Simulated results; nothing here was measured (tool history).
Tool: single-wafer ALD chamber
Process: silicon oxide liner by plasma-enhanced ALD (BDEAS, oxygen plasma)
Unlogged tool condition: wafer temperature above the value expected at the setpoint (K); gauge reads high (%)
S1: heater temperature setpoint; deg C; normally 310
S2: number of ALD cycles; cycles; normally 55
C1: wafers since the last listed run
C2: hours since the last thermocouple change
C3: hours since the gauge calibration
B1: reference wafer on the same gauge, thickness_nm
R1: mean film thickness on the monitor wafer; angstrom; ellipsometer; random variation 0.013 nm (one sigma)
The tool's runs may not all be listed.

run 1 hour=0 | S1=304 S2=55 | C1=0 C2=1864.8 C3=66.8 | B1=4.291 | R1=51.11
run 2 hour=11.1 | S1=304 S2=55 | C1=59 C2=1875.9 C3=77.9 | B1=4.291 | R1=50.93
run 3 hour=25.8 | S1=310 S2=60 | C1=78 C2=1890.6 C3=92.6 | B1=4.29 | R1=55.33
run 4 hour=32.9 | S1=310 S2=48 | C1=38 C2=1897.7 C3=99.7 | B1=4.291 | R1=44.08
run 5 hour=42.4 | S1=310 S2=48 | C1=50 C2=1907.2 C3=109.2 | B1=4.29 | R1=44.06
run 6 hour=55.3 | S1=310 S2=48 | C1=69 C2=1920.1 C3=122.1 | B1=4.29 | R1=44.01
run 7 hour=66.5 | S1=310 S2=51 | C1=60 C2=1931.3 C3=133.3 | B1=4.289 | R1=46.92
run 8 hour=109.3 | S1=310 S2=51 | C1=229 C2=1974.1 C3=176.1 | B1=4.29 | R1=46.55
run 9 hour=119.2 | S1=310 S2=55 | C1=53 C2=1984 C3=186 | B1=4.289 | R1=50.61
run 10 hour=136.1 | S1=310 S2=55 | C1=90 C2=2000.9 C3=202.9 | B1=4.29 | R1=50.57
run 11 hour=153.5 | S1=310 S2=55 | C1=93 C2=2018.3 C3=220.3 | B1=4.289 | R1=50.65
run 12 hour=166.8 | S1=310 S2=55 | C1=71 C2=2031.6 C3=233.6 | B1=4.289 | R1=50.54
run 13 hour=178.8 | S1=310 S2=55 | C1=64 C2=2043.6 C3=245.6 | B1=4.29 | R1=50.65
run 14 hour=196.6 | S1=310 S2=55 | C1=95 C2=2061.4 C3=263.4 | B1=4.288 | R1=50.75
run 15 hour=207.2 | S1=316 S2=58 | C1=56 C2=2072 C3=274 | B1=4.29 | R1=52.87
run 16 hour=224.4 | S1=316 S2=58 | C1=92 C2=2089.2 C3=291.2 | B1=4.292 | R1=52.79
run 17 hour=236.9 | S1=316 S2=58 | C1=66 C2=2101.7 C3=303.7 | B1=4.29 | R1=52.83
run 18 hour=247.9 | S1=310 S2=49 | C1=58 C2=2112.7 C3=314.7 | B1=4.29 | R1=45.05
run 19 hour=261 | S1=310 S2=49 | C1=70 C2=2125.8 C3=327.8 | B1=4.29 | R1=44.92
run 20 hour=278.8 | S1=297 S2=63 | C1=95 C2=2143.6 C3=345.6 | B1=4.289 | R1=59.75
run 21 hour=287.3 | S1=310 S2=55 | C1=45 C2=2152.1 C3=354.1 | B1=4.288 | R1=50.64
run 22 hour=296.6 | S1=317 S2=59 | C1=49 C2=2161.4 C3=363.4 | B1=4.289 | R1=53.51
run 23 hour=313.3 | S1=298 S2=51 | C1=89 C2=2178.1 C3=380.1 | B1=4.293 | R1=48.02
run 24 hour=321.9 | S1=299 S2=50 | C1=46 C2=2186.7 C3=388.7 | B1=4.29 | R1=46.82
run 25 hour=333.5 | S1=320 S2=55 | C1=62 C2=2198.3 C3=400.3 | B1=4.29 | R1=49.66
run 26 hour=351.3 | S1=310 S2=55 | C1=95 C2=2216.1 C3=418.1 | B1=4.288 | R1=50.5
run 27 hour=358.3 | S1=296 S2=55 | C1=37 C2=2223.1 C3=425.1 | B1=4.291 | R1=52.13
-- hour=368.7 gauge calibrated
-- hour=374 thermocouple changed; heater temperature recalibrated
run 28 hour=374.5 | S1=324 S2=55 | C1=43 C2=0.5 C3=5.8 | B1=4.288 | R1=49.36
run 29 hour=381.7 | S1=319 S2=45 | C1=38 C2=7.7 C3=13 | B1=4.292 | R1=40.65
run 30 hour=394.8 | S1=310 S2=55 | C1=70 C2=20.8 C3=26.1 | B1=4.29 | R1=50.65
run 31 hour=409.4 | S1=315 S2=62 | C1=78 C2=35.4 C3=40.7 | B1=4.29 | R1=56.58
run 32 hour=417.9 | S1=319 S2=66 | C1=45 C2=43.9 C3=49.2 | B1=4.288 | R1=59.77
run 33 hour=426.1 | S1=296 S2=61 | C1=43 C2=52.1 C3=57.4 | B1=4.288 | R1=58.18
run 34 hour=457.7 | S1=321 S2=47 | C1=169 C2=83.7 C3=89 | B1=4.29 | R1=42.36
run 35 hour=468.8 | S1=306 S2=52 | C1=59 C2=94.8 C3=100.1 | B1=4.291 | R1=48.07
run 36 hour=484.9 | S1=310 S2=59 | C1=86 C2=110.9 C3=116.2 | B1=4.293 | R1=54.18
run 37 hour=496.8 | S1=310 S2=55 | C1=63 C2=122.8 C3=128.1 | B1=4.291 | R1=50.44
run 38 hour=504.1 | S1=325 S2=58 | C1=39 C2=130.1 C3=135.4 | B1=4.291 | R1=52.06
run 39 hour=521.4 | S1=310 S2=64 | C1=92 C2=147.4 C3=152.7 | B1=4.291 | R1=58.76

Describe how what the log doesn't record of the tool's condition differs between the last listed run preceding each entry between runs and the first listed run following it.
Between runs 27 and 28: gauge calibrated (hour 368.7); thermocouple changed; heater temperature recalibrated (hour 374)
  the hidden state is the same at both runs
